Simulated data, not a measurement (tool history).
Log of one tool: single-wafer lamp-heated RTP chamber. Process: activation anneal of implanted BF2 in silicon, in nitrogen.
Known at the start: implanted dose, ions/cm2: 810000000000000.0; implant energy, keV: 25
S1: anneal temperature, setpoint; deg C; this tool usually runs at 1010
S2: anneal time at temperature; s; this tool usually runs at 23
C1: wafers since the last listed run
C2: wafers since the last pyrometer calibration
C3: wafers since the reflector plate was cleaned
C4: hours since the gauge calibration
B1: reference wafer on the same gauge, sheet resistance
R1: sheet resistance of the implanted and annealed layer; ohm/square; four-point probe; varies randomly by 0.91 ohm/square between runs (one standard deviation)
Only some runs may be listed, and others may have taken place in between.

run     day    S1  S2    C1    C2     C3     C4      B1      R1
  1   0.000  1010  23     0  2835  11663  140.7  166.92  180.04
      0.938  -- reflector plate cleaned
  2   1.917  1010  23   892  3728    551  186.7  166.87  185.19
  3   3.217  1010  23   732  4461   1283  217.9  167.00  186.36
  4   5.354  1010  27  1205  5666   2488  269.2  166.77  181.22
  5   7.012  1010  27   934  6601   3423  309.0  166.89  183.60
      9.250  -- pyrometer window cleaned and pyrometer calibrated
  6   9.271  1032  19  1085    10   4509  363.2  166.62  175.00
  7  10.808  1032  19   866   877   5375  400.1  167.22  175.04
  8  12.658  1010  14  1042  1920   6418  444.5  166.88  188.75
  9  15.321  1010  23  1501  3421   7919  508.4  166.87  181.68
 10  16.533  1010  23   683  4105   8603  537.5  167.22  181.79
     23.925  -- reflector plate cleaned
     24.950  -- pyrometer window cleaned and pyrometer calibrated
 11  25.229  1010  23  4526   158    548  746.2  167.33  187.22
     25.300  -- gauge calibrated
 12  27.450  1010  23  1252  1410   1800   51.6  167.19  185.62
 13  28.829   992  13   777  2187   2577   84.7  167.41  208.56
 14  30.758  1010  23  1087  3275   3665  131.0  166.73  185.99
 15  33.042   991  29  1287  4562   4952  185.8  166.75  194.67
 16  34.654  1023  23   909  5471   5861  224.5  167.19  177.01
 17  37.617   987  27  1670  7141   7531  295.6  166.94  196.90
     39.071  -- pyrometer window cleaned and pyrometer calibrated
 18  39.092  1010  23   643    10   8175  331.0  167.25  182.40
 19  40.379  1010  23   725   736   8901  361.9  166.75  182.64
 20  42.633   997  16  1270  2007  10172  416.0  167.07  195.59
     45.654  -- reflector plate cleaned
 21  45.675   993  33  1526  3534     11  489.0  167.10  192.61
 22  47.279   992  11   904  4438    915  527.5  167.04  210.13
 23  49.904   992  30  1479  5918   2395  590.5  166.87  194.76

5 ways to go on from here, each from the tool as it stands after run 23. What would each give?
  A  49.921  1010  23   9  5927  2405  590.9   ?   ?
  B  49.921  1010  10   9  5927  2405  590.9   ?   ?
  C  49.921  1036  10   9  5927  2405  590.9   ?   ?
  D  49.921  1022  23   9  5927  2405  590.9   ?   ?
  E  49.921  1035  31   9  5927  2405  590.9   ?   ?

run      B1      R1
  A  166.82  184.06
  B  166.82  196.23
  C  166.82  180.46
  D  166.82  176.89
  E  166.82  167.47
Take away the tool's hidden state, keep each run's random variation, and the runs would have read:
run      R1
  A  186.04
  B  198.32
  C  181.91
  D  178.40
  E  168.54

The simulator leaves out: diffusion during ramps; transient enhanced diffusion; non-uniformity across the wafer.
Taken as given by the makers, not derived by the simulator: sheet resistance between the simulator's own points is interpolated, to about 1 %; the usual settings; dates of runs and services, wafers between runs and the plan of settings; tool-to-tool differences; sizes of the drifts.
